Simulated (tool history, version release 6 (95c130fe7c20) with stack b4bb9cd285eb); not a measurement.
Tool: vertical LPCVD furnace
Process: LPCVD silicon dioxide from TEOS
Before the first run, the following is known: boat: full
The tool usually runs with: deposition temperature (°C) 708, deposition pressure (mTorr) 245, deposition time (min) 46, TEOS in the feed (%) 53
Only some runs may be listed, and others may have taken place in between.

| run | hour | deposition temperature (°C) | deposition pressure (mTorr) | deposition time (min) | TEOS in the feed (%) | wafers since the last listed run | hours since the last temperature calibration | hours since the pressure gauge was zeroed | hours since the TEOS flow controller was replaced | hours since the gauge calibration | read-back reference wafer on the same gauge, thickness | film thickness on the monitor wafer in the middle of the boat (nm) |
|---|---|---|---|---|---|---|---|---|---|---|---|---|
| 1 | 0 | 708 | 245 | 46 | 53 | 0 | 2175.7 | 3722.1 | 1993 | 1997.5 | 257.35 | 328.94 |
| 2 | 71 | 708 | 245 | 46 | 53 | 829 | 2246.7 | 3793.1 | 2064 | 2068.5 | 257.92 | 330.73 |
| 3 | 125.4 | 708 | 245 | 46 | 53 | 635 | 2301.1 | 3847.5 | 2118.4 | 2122.9 | 258.13 | 328.79 |
| 4 | 212.7 | 708 | 245 | 46 | 53 | 1019 | 2388.4 | 3934.8 | 2205.7 | 2210.2 | 257.36 | 333.48 |
|  | 270.2 | gauge calibrated |
| 5 | 320.3 | 708 | 245 | 46 | 53 | 1256 | 2496 | 4042.4 | 2313.3 | 50.1 | 257.67 | 329.92 |
| 6 | 389.2 | 699 | 220 | 46 | 53 | 804 | 2564.9 | 4111.3 | 2382.2 | 119 | 258.84 | 256.22 |
| 7 | 448.6 | 708 | 245 | 46 | 53 | 693 | 2624.3 | 4170.7 | 2441.6 | 178.4 | 257.74 | 330.6 |
| 8 | 486.1 | 708 | 185 | 32 | 53 | 438 | 2661.8 | 4208.2 | 2479.1 | 215.9 | 257.81 | 200.45 |
| 9 | 575.4 | 701 | 205 | 46 | 59 | 1043 | 2751.1 | 4297.5 | 2568.4 | 305.2 | 258.15 | 275.36 |
|  | 640.5 | pressure gauge zeroed |
| 10 | 678.5 | 708 | 305 | 46 | 44 | 923 | 2854.2 | 38 | 2671.5 | 408.3 | 257.72 | 340.01 |
| 11 | 733.2 | 708 | 245 | 53 | 53 | 638 | 2908.9 | 92.7 | 2726.2 | 463 | 258.55 | 384.28 |
| 12 | 823.3 | 704 | 300 | 46 | 53 | 1052 | 2999 | 182.8 | 2816.3 | 553.1 | 258.65 | 338.95 |
| 13 | 877.7 | 708 | 245 | 46 | 53 | 635 | 3053.4 | 237.2 | 2870.7 | 607.5 | 257.89 | 337.14 |
| 14 | 922 | 708 | 305 | 46 | 44 | 517 | 3097.7 | 281.5 | 2915 | 651.8 | 258.04 | 341.86 |
| 15 | 1007.3 | 708 | 290 | 63.5 | 53 | 996 | 3183 | 366.8 | 3000.3 | 737.1 | 258.26 | 506.03 |
| 16 | 1066.2 | 715 | 195 | 40 | 46 | 688 | 3241.9 | 425.7 | 3059.2 | 796 | 258.22 | 284.28 |
|  | 1096.7 | thermocouples replaced and temperature profile calibrated |
|  | 1161.3 | TEOS flow controller replaced |
| 17 | 1161.8 | 708 | 195 | 46 | 47 | 556 | 65.1 | 521.3 | 0.5 | 891.6 | 259.09 | 265.62 |
| 18 | 1220.8 | 708 | 245 | 46 | 53 | 689 | 124.1 | 580.3 | 59.5 | 950.6 | 257.66 | 315.03 |
| 19 | 1290.5 | 699 | 195 | 35 | 61 | 814 | 193.8 | 650 | 129.2 | 1020.3 | 258.7 | 187.95 |
| 20 | 1328.1 | 716 | 245 | 46 | 59 | 439 | 231.4 | 687.6 | 166.8 | 1057.9 | 258.51 | 402.3 |
| 21 | 1410.8 | 708 | 245 | 33 | 53 | 966 | 314.1 | 770.3 | 249.5 | 1140.6 | 258.51 | 222.96 |
| 22 | 1459.6 | 708 | 230 | 46 | 62 | 570 | 362.9 | 819.1 | 298.3 | 1189.4 | 257.28 | 329.94 |
| 23 | 1521.1 | 697 | 245 | 46 | 49 | 718 | 424.4 | 880.6 | 359.8 | 1250.9 | 259.09 | 234.78 |
| 24 | 1562.2 | 708 | 245 | 46 | 53 | 480 | 465.5 | 921.7 | 400.9 | 1292 | 257.69 | 314.72 |
| 25 | 1666.3 | 708 | 265 | 46 | 53 | 1216 | 569.6 | 1025.8 | 505 | 1396.1 | 258.13 | 328.34 |
| 26 | 1772.7 | 701 | 290 | 54.5 | 45 | 1242 | 676 | 1132.2 | 611.4 | 1502.5 | 257.77 | 324.29 |
| 27 | 1810.8 | 708 | 245 | 46 | 48 | 445 | 714.1 | 1170.3 | 649.5 | 1540.6 | 257.98 | 301.07 |
| 28 | 2037 | 708 | 195 | 46 | 43 | 2642 | 940.3 | 1396.5 | 875.7 | 1766.8 | 258.08 | 255.26 |
| 29 | 2079 | 711 | 245 | 46 | 53 | 490 | 982.3 | 1438.5 | 917.7 | 1808.8 | 258.11 | 340.7 |
| 30 | 2157.4 | 699 | 265 | 32.5 | 53 | 915 | 1060.7 | 1516.9 | 996.1 | 1887.2 | 257.67 | 188.1 |
| 31 | 2379.1 | 708 | 245 | 46 | 53 | 2589 | 1282.4 | 1738.6 | 1217.8 | 2108.9 | 258.45 | 318.14 |

What if the next run were any one of these 4? Each begins from the tool's condition after run 31:
| A | 2384.1 | 698 | 245 | 46 | 53 | 58 | 1287.4 | 1743.6 | 1222.8 | 2113.9 | ? | ? |
| B | 2384.1 | 719 | 230 | 31 | 61 | 58 | 1287.4 | 1743.6 | 1222.8 | 2113.9 | ? | ? |
| C | 2384.1 | 708 | 245 | 46 | 49 | 58 | 1287.4 | 1743.6 | 1222.8 | 2113.9 | ? | ? |
| D | 2384.1 | 718 | 265 | 46 | 58 | 58 | 1287.4 | 1743.6 | 1222.8 | 2113.9 | ? | ? |

| run | read-back reference wafer on the same gauge, thickness | film thickness on the monitor wafer in the middle of the boat (nm) |
|---|---|---|
| A | 257.82 | 254.67 |
| B | 257.82 | 288.11 |
| C | 257.82 | 308.45 |
| D | 257.82 | 437.58 |
Without the tool's hidden state the same runs would have given:
| run | film thickness on the monitor wafer in the middle of the boat (nm) |
|---|---|
| A | 250.94 |
| B | 284.08 |
| C | 304.03 |
| D | 431.43 |
